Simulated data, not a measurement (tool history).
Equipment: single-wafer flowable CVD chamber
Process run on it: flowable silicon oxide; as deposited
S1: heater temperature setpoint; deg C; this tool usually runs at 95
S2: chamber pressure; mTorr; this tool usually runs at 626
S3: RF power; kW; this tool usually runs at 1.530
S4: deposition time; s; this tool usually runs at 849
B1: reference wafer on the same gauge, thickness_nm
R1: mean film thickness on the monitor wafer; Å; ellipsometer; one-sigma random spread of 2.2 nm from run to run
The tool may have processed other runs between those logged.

| run | day | S1 | S2 | S3 | S4 | B1 | R1 |
|---|---|---|---|---|---|---|---|
| 1 | 0.000 | 95 | 626 | 1.530 | 961 | 356.811 | 4412.20 |
| 2 | 1.892 | 95 | 626 | 1.530 | 849 | 356.056 | 3894.36 |
| 3 | 3.246 | 95 | 626 | 1.530 | 849 | 356.697 | 3923.22 |
| 4 | 5.104 | 95 | 626 | 1.705 | 849 | 356.403 | 4059.07 |
| 5 | 7.458 | 95 | 626 | 1.705 | 849 | 357.220 | 3984.59 |
| 6 | 10.062 | 95 | 626 | 1.705 | 849 | 357.678 | 3959.02 |
| 7 | 11.650 | 95 | 626 | 1.530 | 849 | 356.848 | 3812.96 |
|  | 12.533 | capacitance manometer re-zeroed and calibrated |
|  | 12.729 | gauge calibrated |
| 8 | 13.154 | 103 | 626 | 1.530 | 849 | 357.655 | 3130.97 |
| 9 | 15.404 | 95 | 626 | 1.530 | 849 | 357.311 | 4260.32 |
|  | 20.775 | thermocouple changed; heater temperature recalibrated |
|  | 20.933 | RF generator calibrated |
|  | 22.388 | showerhead replaced |
| 10 | 22.408 | 100 | 626 | 1.530 | 934 | 357.530 | 3865.81 |
| 11 | 23.825 | 109 | 667 | 1.530 | 719 | 357.594 | 2295.09 |
| 12 | 26.017 | 83 | 626 | 1.530 | 923 | 357.407 | 7081.04 |
| 13 | 28.592 | 95 | 728 | 1.235 | 747 | 356.648 | 3926.56 |
| 14 | 30.496 | 88 | 518 | 1.530 | 849 | 357.420 | 4524.36 |
|  | 31.933 | gauge calibrated |
| 15 | 32.658 | 80 | 626 | 1.380 | 849 | 356.610 | 6877.95 |
| 16 | 33.804 | 95 | 626 | 1.705 | 849 | 356.711 | 4425.24 |
| 17 | 36.608 | 95 | 626 | 1.530 | 849 | 357.008 | 4254.55 |

Here are 4 independent what-if runs from the current tool condition. What would each one return?
| A | 36.633 | 95 | 626 | 1.530 | 1008 | ? | ? |
| B | 36.633 | 95 | 774 | 1.630 | 849 | ? | ? |
| C | 36.633 | 95 | 476 | 1.670 | 849 | ? | ? |
| D | 36.633 | 95 | 626 | 1.530 | 778 | ? | ? |

| run | B1 | R1 |
|---|---|---|
| A | 356.989 | 5055.76 |
| B | 356.989 | 5397.77 |
| C | 356.989 | 3346.02 |
| D | 356.989 | 3902.17 |
Without the tool's hidden state the same runs would have given:
| run | R1 |
|---|---|
| A | 5058.92 |
| B | 5401.04 |
| C | 3348.19 |
| D | 3904.60 |

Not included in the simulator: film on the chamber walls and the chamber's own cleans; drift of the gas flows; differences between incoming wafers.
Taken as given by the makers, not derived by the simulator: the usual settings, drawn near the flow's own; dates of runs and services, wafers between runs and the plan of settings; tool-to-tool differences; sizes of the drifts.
